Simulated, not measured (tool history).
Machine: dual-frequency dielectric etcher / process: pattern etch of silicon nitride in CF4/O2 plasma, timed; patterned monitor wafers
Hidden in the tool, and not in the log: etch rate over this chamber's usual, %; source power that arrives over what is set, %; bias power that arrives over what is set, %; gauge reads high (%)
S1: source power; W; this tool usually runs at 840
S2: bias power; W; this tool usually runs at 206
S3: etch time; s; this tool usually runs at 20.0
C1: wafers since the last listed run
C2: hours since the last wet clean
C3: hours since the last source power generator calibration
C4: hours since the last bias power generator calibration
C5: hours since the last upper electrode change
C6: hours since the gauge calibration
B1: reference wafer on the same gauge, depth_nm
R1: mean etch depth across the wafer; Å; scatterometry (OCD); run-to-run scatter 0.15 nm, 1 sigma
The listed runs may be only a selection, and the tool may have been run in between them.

| run | hour | S1 | S2 | S3 | C1 | C2 | C3 | C4 | C5 | C6 | B1 | R1 |
|---|---|---|---|---|---|---|---|---|---|---|---|---|
| 1 | 0.0 | 840 | 206 | 20.0 | 0 | 95.3 | 3630.0 | 2930.7 | 3878.1 | 218.5 | 75.3 | 642 |
| 2 | 70.7 | 840 | 206 | 20.0 | 1152 | 166.0 | 3700.7 | 3001.4 | 3948.8 | 289.2 | 75.3 | 641 |
| 3 | 103.7 | 840 | 237 | 20.0 | 537 | 199.0 | 3733.7 | 3034.4 | 3981.8 | 322.2 | 75.3 | 666 |
| 4 | 134.6 | 720 | 224 | 20.0 | 503 | 229.9 | 3764.6 | 3065.3 | 4012.7 | 353.1 | 75.3 | 584 |
| 5 | 187.1 | 840 | 206 | 20.0 | 855 | 282.4 | 3817.1 | 3117.8 | 4065.2 | 405.6 | 75.3 | 639 |
| 6 | 223.9 | 840 | 206 | 20.0 | 599 | 319.2 | 3853.9 | 3154.6 | 4102.0 | 442.4 | 75.3 | 637 |
| 7 | 247.9 | 840 | 206 | 20.0 | 391 | 343.2 | 3877.9 | 3178.6 | 4126.0 | 466.4 | 75.3 | 641 |
|  | 267.4 | gauge calibrated |
| 8 | 284.6 | 840 | 206 | 20.0 | 598 | 379.9 | 3914.6 | 3215.3 | 4162.7 | 17.2 | 75.3 | 639 |
| 9 | 311.1 | 840 | 206 | 20.0 | 431 | 406.4 | 3941.1 | 3241.8 | 4189.2 | 43.7 | 75.3 | 637 |
| 10 | 368.6 | 840 | 206 | 20.0 | 937 | 463.9 | 3998.6 | 3299.3 | 4246.7 | 101.2 | 75.3 | 637 |
| 11 | 438.0 | 840 | 185 | 20.0 | 1131 | 533.3 | 4068.0 | 3368.7 | 4316.1 | 170.6 | 75.3 | 619 |
|  | 478.6 | upper electrode replaced, of another model than before |
| 12 | 480.3 | 990 | 206 | 20.0 | 298 | 575.6 | 4110.3 | 3411.0 | 1.7 | 212.9 | 75.3 | 693 |
|  | 509.9 | wet clean of the chamber |
| 13 | 528.4 | 680 | 160 | 20.0 | 392 | 18.5 | 4158.4 | 3459.1 | 49.8 | 261.0 | 75.3 | 556 |
|  | 558.6 | bias power generator calibrated |
| 14 | 573.0 | 1010 | 166 | 23.5 | 661 | 63.1 | 4203.0 | 14.4 | 94.4 | 305.6 | 75.3 | 800 |
| 15 | 622.9 | 840 | 233 | 24.5 | 813 | 113.0 | 4252.9 | 64.3 | 144.3 | 355.5 | 75.3 | 803 |
|  | 666.9 | source power generator calibrated |
| 16 | 667.4 | 930 | 164 | 20.0 | 660 | 157.5 | 0.5 | 108.8 | 188.8 | 400.0 | 75.3 | 650 |
|  | 719.8 | gauge calibrated |
| 17 | 724.4 | 840 | 206 | 20.0 | 929 | 214.5 | 57.5 | 165.8 | 245.8 | 4.6 | 75.3 | 639 |
| 18 | 748.6 | 1010 | 178 | 16.5 | 394 | 238.7 | 81.7 | 190.0 | 270.0 | 28.8 | 75.3 | 567 |
| 19 | 780.2 | 840 | 206 | 20.0 | 515 | 270.3 | 113.3 | 221.6 | 301.6 | 60.4 | 75.3 | 637 |
| 20 | 833.8 | 1040 | 220 | 16.0 | 873 | 323.9 | 166.9 | 275.2 | 355.2 | 114.0 | 75.3 | 582 |
| 21 | 890.7 | 840 | 206 | 20.0 | 927 | 380.8 | 223.8 | 332.1 | 412.1 | 170.9 | 75.3 | 636 |

For some of the steps in R1 from one run to the next: how much would appear even if the tool had no hidden state, given the settings, what came in and random variation, and how much remains for the hidden state plus any gauge scatter that the measured result and the result without hidden state don't share?
Run 4 -> 5: S1 720 -> 840, S2 224 -> 206. R1 +55 Å: hidden state -2, all else +57.
Run 12 -> 13: S1 990 -> 680, S2 206 -> 160, wet clean of the chamber. R1 -137 Å: hidden state +8, all else -145.
Run 13 -> 14: S1 680 -> 1010, S2 160 -> 166, S3 20.0 -> 23.5, bias power generator calibrated. R1 +244 Å: hidden state -1, all else +245.
Run 15 -> 16: S1 840 -> 930, S2 233 -> 164, S3 24.5 -> 20.0, source power generator calibrated. R1 -153 Å: hidden state -1, all else -152.

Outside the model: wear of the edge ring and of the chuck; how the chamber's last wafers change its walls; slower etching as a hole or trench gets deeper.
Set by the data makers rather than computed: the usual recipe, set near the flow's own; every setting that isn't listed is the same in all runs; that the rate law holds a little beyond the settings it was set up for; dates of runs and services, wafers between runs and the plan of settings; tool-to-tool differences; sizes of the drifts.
